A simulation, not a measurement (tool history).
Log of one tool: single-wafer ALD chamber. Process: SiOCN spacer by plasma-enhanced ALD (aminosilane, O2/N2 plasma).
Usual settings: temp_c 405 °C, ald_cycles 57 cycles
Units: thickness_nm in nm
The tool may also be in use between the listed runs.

run,hour,temp_c,ald_cycles,"read-back reference wafer on the same gauge, thickness_nm",thickness_nm
1,0,397,57,2.928,3.286
2,64.7,416,66,2.922,3.588
3,155.7,416,66,2.916,3.58
4,195.3,416,66,2.914,3.587
5,301.8,405,57,2.908,3.221
6,354.1,405,57,2.911,3.217
# hour 383.5: gauge calibrated
7,400.4,405,57,2.956,3.263
8,455,405,57,2.945,3.239
# hour 471.2: thermocouple changed; heater temperature recalibrated
9,516.2,413,50,2.937,2.761
10,576.6,393,63,2.929,3.619
11,650.7,419,53,2.92,2.849
12,724.2,405,63,2.919,3.549
13,767.6,405,52,2.916,2.938
# hour 837.3: gauge calibrated
14,864.5,405,57,2.958,3.245
15,917.8,399,57,2.947,3.303
16,987.5,405,68,2.936,3.869

5 ways to go on from here, each from the tool as it stands after run 16. What would each give?
A,988,405,57,?,?
B,988,392,65,?,?
C,988,393,49,?,?
D,988,410,68,?,?
E,988,396,64,?,?

run,"read-back reference wafer on the same gauge, thickness_nm",thickness_nm
A,2.936,3.251
B,2.936,3.763
C,2.936,2.837
D,2.936,3.811
E,2.936,3.706
Without the tool's hidden state the same runs would have given:
run,thickness_nm
A,3.277
B,3.794
C,2.86
D,3.842
E,3.736
